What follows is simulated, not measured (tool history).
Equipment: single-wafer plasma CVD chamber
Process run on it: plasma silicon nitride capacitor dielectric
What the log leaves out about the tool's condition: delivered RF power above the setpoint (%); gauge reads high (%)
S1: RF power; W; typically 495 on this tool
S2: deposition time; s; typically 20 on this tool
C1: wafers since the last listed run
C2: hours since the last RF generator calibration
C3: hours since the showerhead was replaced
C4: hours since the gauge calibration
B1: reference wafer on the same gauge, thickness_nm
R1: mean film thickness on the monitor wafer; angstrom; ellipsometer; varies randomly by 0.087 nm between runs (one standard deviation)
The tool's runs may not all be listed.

run	hour	S1	S2	C1	C2	C3	C4	B1	R1
1	0	495	20	0	854.4	5883.5	238.6	25.182	279.84
2	58.7	520	22.4	2130	913.1	5942.2	297.3	25.19	320.24
3	85.1	495	20	958	939.5	5968.6	323.7	25.204	279.32
4	103.3	495	20	660	957.7	5986.8	341.9	25.199	278.78
# hour 119.3: gauge calibrated
5	129.4	535	19	947	983.8	6012.9	10.1	25.198	273.98
6	150.7	495	21.3	773	1005.1	6034.2	31.4	25.199	299.12
7	172.6	525	20	794	1027	6056.1	53.3	25.181	286.23
8	205.4	525	20	1190	1059.8	6088.9	86.1	25.18	285.52
9	229.1	525	20	860	1083.5	6112.6	109.8	25.215	286.19
10	251.7	495	21.1	820	1106.1	6135.2	132.4	25.2	293.73
11	279.5	495	21.1	1009	1133.9	6163	160.2	25.223	295.69

What does the tool deliver on the next run?
12	291.7	495	20	442	1146.1	6175.2	172.4	?	?

B1: 25.212
R1: 278.99 angstrom
If the tool had no hidden condition, the same run with the same run-to-run variation would have returned R1 289.7 angstrom.

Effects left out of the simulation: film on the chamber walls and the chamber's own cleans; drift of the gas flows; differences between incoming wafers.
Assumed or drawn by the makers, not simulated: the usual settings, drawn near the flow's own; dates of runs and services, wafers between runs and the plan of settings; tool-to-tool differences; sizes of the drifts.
